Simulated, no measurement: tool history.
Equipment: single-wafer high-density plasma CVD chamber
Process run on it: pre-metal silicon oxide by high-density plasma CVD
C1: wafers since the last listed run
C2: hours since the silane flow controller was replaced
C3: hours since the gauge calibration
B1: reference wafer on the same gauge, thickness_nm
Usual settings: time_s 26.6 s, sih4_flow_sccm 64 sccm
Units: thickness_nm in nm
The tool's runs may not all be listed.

{"run": 1, "hour": 0.0, "time_s": 26.6, "sih4_flow_sccm": 64, "C1": 0, "C2": 3639.8, "C3": 899.0, "B1": 148.978, "thickness_nm": 171.899}
{"run": 2, "hour": 96.4, "time_s": 26.6, "sih4_flow_sccm": 64, "C1": 2775, "C2": 3736.2, "C3": 995.4, "B1": 149.004, "thickness_nm": 171.218}
{"run": 3, "hour": 188.6, "time_s": 26.6, "sih4_flow_sccm": 64, "C1": 2654, "C2": 3828.4, "C3": 1087.6, "B1": 149.038, "thickness_nm": 171.348}
{"run": 4, "hour": 226.3, "time_s": 26.6, "sih4_flow_sccm": 64, "C1": 1085, "C2": 3866.1, "C3": 1125.3, "B1": 148.957, "thickness_nm": 172.289}
{"run": 5, "hour": 311.4, "time_s": 30.7, "sih4_flow_sccm": 61, "C1": 2450, "C2": 3951.2, "C3": 1210.4, "B1": 148.924, "thickness_nm": 190.145}
{"run": 6, "hour": 394.6, "time_s": 30.7, "sih4_flow_sccm": 61, "C1": 2395, "C2": 4034.4, "C3": 1293.6, "B1": 149.158, "thickness_nm": 189.892}
{"run": 7, "hour": 491.0, "time_s": 30.7, "sih4_flow_sccm": 61, "C1": 2775, "C2": 4130.8, "C3": 1390.0, "B1": 149.085, "thickness_nm": 191.211}
{"run": 8, "hour": 563.2, "time_s": 26.6, "sih4_flow_sccm": 64, "C1": 2078, "C2": 4203.0, "C3": 1462.2, "B1": 148.912, "thickness_nm": 172.103}
{"run": 9, "hour": 614.5, "time_s": 26.6, "sih4_flow_sccm": 64, "C1": 1477, "C2": 4254.3, "C3": 1513.5, "B1": 148.865, "thickness_nm": 171.672}
{"run": 10, "hour": 738.2, "time_s": 26.6, "sih4_flow_sccm": 64, "C1": 3561, "C2": 4378.0, "C3": 1637.2, "B1": 149.1, "thickness_nm": 173.548}
{"run": 11, "hour": 909.8, "time_s": 28.3, "sih4_flow_sccm": 64, "C1": 4940, "C2": 4549.6, "C3": 1808.8, "B1": 148.977, "thickness_nm": 185.008}
{"run": 12, "hour": 993.9, "time_s": 23.6, "sih4_flow_sccm": 53, "C1": 2421, "C2": 4633.7, "C3": 1892.9, "B1": 149.039, "thickness_nm": 132.211}
{"hour": 1046.3, "done": "gauge calibrated"}
{"run": 13, "hour": 1051.3, "time_s": 23.2, "sih4_flow_sccm": 55, "C1": 1652, "C2": 4691.1, "C3": 5.0, "B1": 148.813, "thickness_nm": 135.006}
{"hour": 1074.7, "done": "silane flow controller replaced"}
{"run": 14, "hour": 1146.3, "time_s": 25.0, "sih4_flow_sccm": 68, "C1": 2504, "C2": 71.6, "C3": 100.0, "B1": 149.141, "thickness_nm": 163.227}
{"run": 15, "hour": 1235.9, "time_s": 29.2, "sih4_flow_sccm": 64, "C1": 2579, "C2": 161.2, "C3": 189.6, "B1": 149.171, "thickness_nm": 181.088}
{"run": 16, "hour": 1318.9, "time_s": 21.8, "sih4_flow_sccm": 57, "C1": 2389, "C2": 244.2, "C3": 272.6, "B1": 149.059, "thickness_nm": 124.088}
{"run": 17, "hour": 1358.0, "time_s": 26.6, "sih4_flow_sccm": 64, "C1": 1125, "C2": 283.3, "C3": 311.7, "B1": 149.087, "thickness_nm": 164.682}
{"run": 18, "hour": 1455.8, "time_s": 26.6, "sih4_flow_sccm": 57, "C1": 2815, "C2": 381.1, "C3": 409.5, "B1": 148.993, "thickness_nm": 149.679}
{"run": 19, "hour": 1508.8, "time_s": 21.9, "sih4_flow_sccm": 55, "C1": 1526, "C2": 434.1, "C3": 462.5, "B1": 148.909, "thickness_nm": 120.188}
{"run": 20, "hour": 1577.4, "time_s": 29.4, "sih4_flow_sccm": 74, "C1": 1975, "C2": 502.7, "C3": 531.1, "B1": 148.882, "thickness_nm": 205.385}
{"run": 21, "hour": 1650.3, "time_s": 26.6, "sih4_flow_sccm": 64, "C1": 2098, "C2": 575.6, "C3": 604.0, "B1": 149.014, "thickness_nm": 164.808}
{"run": 22, "hour": 1715.5, "time_s": 26.6, "sih4_flow_sccm": 64, "C1": 1877, "C2": 640.8, "C3": 669.2, "B1": 148.942, "thickness_nm": 165.146}

Here are 4 independent what-if runs from the current tool condition. What would each one return?
{"run": "A", "hour": 1715.9, "time_s": 30.9, "sih4_flow_sccm": 64, "C1": 11, "C2": 641.2, "C3": 669.6, "B1": "?", "thickness_nm": "?"}
{"run": "B", "hour": 1715.9, "time_s": 31.0, "sih4_flow_sccm": 69, "C1": 11, "C2": 641.2, "C3": 669.6, "B1": "?", "thickness_nm": "?"}
{"run": "C", "hour": 1715.9, "time_s": 29.6, "sih4_flow_sccm": 64, "C1": 11, "C2": 641.2, "C3": 669.6, "B1": "?", "thickness_nm": "?"}
{"run": "D", "hour": 1715.9, "time_s": 24.0, "sih4_flow_sccm": 59, "C1": 11, "C2": 641.2, "C3": 669.6, "B1": "?", "thickness_nm": "?"}

run=A B1=148.847 thickness_nm=192.295
run=B B1=148.847 thickness_nm=205.415
run=C B1=148.847 thickness_nm=184.205
run=D B1=148.847 thickness_nm=139.680
What these runs would have given with no unlogged condition in the tool:
run=A thickness_nm=192.407
run=B thickness_nm=205.535
run=C thickness_nm=184.313
run=D thickness_nm=139.761
